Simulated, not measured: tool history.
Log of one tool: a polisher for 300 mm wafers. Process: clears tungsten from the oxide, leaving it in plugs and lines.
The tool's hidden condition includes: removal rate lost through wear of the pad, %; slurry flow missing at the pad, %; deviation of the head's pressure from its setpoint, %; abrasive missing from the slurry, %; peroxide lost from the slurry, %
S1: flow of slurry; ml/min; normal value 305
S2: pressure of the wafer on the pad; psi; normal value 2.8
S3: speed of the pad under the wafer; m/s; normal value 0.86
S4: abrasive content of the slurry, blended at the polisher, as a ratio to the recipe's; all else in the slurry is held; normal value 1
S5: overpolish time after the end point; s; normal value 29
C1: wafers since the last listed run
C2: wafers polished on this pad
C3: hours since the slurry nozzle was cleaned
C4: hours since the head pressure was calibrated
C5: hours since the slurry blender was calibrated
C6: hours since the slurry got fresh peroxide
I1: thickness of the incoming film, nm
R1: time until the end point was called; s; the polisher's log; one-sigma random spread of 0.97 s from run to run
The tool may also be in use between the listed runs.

run,hour,S1,S2,S3,S4,S5,C1,C2,C3,C4,C5,C6,I1,R1
1,0,305,2.8,0.86,1,29,0,936,460.5,1504.7,116,126.3,290.3,110
# hour 15.8: worn pad replaced by a new one
# hour 23.2: slurry nozzle cleaned
2,34.7,305,2.8,0.86,1,29,166,99,11.5,1539.4,150.7,161,295.4,114.8
3,49.8,305,2.8,0.86,1,29,84,184,26.6,1554.5,165.8,176.1,295.1,112
4,65.3,305,2.8,0.86,1,29,86,271,42.1,1570,181.3,191.6,296.9,113.9
# hour 72.8: slurry tank refilled with fresh slurry and peroxide
5,92.2,305,2.8,0.86,1,29,144,415,69,1596.9,208.2,19.4,296.2,114
6,107.1,305,2.8,0.86,1.15,29,83,499,83.9,1611.8,223.1,34.3,294,110
# hour 142: head pressure recalibrated
7,192.1,305,2.8,0.86,1.15,29,464,963,168.9,50.1,308.1,119.3,291.9,108.7
8,224.9,305,2.8,0.86,1.15,29,183,1147,201.7,82.9,340.9,152.1,294.5,109.1
# hour 248.3: worn pad replaced by a new one
# hour 250.9: slurry tank refilled with fresh slurry and peroxide
9,254.6,305,2.8,0.86,0.75,39,138,29,231.4,112.6,370.6,3.7,297.6,119.2
# hour 271.6: slurry blender recalibrated
10,273.1,305,2.8,0.86,0.75,39,92,121,249.9,131.1,1.5,22.2,299.5,120.3
11,306.6,255,2.8,1.02,1.15,29,187,309,283.4,164.6,35,55.7,299.2,94.8
12,329.5,305,2.8,0.76,1,29,128,437,306.3,187.5,57.9,78.6,298.6,127.2
13,363.8,305,2.8,0.86,1,29,191,629,340.6,221.8,92.2,112.9,291.1,112.6
14,387.9,370,2.8,0.86,1,29,134,764,364.7,245.9,116.3,137,299.9,112.6
15,416.1,305,2.8,1,1,29,157,921,392.9,274.1,144.5,165.2,292.2,96.6
# hour 434.3: slurry tank refilled with fresh slurry and peroxide
16,448.4,405,2.8,1.06,1.1,17,175,1096,425.2,306.4,176.8,14.1,292.9,86.3
# hour 470.1: slurry nozzle cleaned
# hour 478.5: worn pad replaced by a new one
17,479,305,3.7,0.86,1,29,143,3,8.9,337,207.4,44.7,300.4,89.3
18,521.1,305,2.8,0.86,1,29,235,238,51,379.1,249.5,86.8,291.8,111.1
19,544.4,305,2.8,0.74,1,29,130,368,74.3,402.4,272.8,110.1,291,128.8
20,578.4,305,2.8,0.86,0.9,29,190,559,108.3,436.4,306.8,144.1,290.8,114.5
21,606,305,2.8,0.86,1,29,154,713,135.9,464,334.4,171.7,289,109.2
22,626.3,405,2.8,0.66,1,21,113,827,156.2,484.3,354.7,192,296.8,145.7
# hour 632.7: slurry blender recalibrated
# hour 637.3: slurry tank refilled with fresh slurry and peroxide
23,679.7,220,3.7,0.86,1.2,18,281,1108,209.6,537.7,47,42.4,299.5,89.7
24,696.1,305,2.8,0.86,1,29,91,1200,226,554.1,63.4,58.8,293.4,113
# hour 708.4: worn pad replaced by a new one
25,722.8,305,3.1,0.58,1,29,126,80,252.7,580.8,90.1,85.5,292.1,154.5
26,749.4,280,2.5,1,1,29,148,229,279.3,607.4,116.7,112.1,295.8,109.5
27,766.1,255,2.8,1.02,1.15,29,93,322,296,624.1,133.4,128.8,296.7,94.6

Give the tool's hidden conditions for every run:
removal rate lost through wear of the pad, %: 0 on each run
slurry flow missing at the pad, %: 0 on each run
deviation of the head's pressure from its setpoint, %: 0 on each run
abrasive missing from the slurry, %: 0 on each run
peroxide lost from the slurry, %: 0 on each run

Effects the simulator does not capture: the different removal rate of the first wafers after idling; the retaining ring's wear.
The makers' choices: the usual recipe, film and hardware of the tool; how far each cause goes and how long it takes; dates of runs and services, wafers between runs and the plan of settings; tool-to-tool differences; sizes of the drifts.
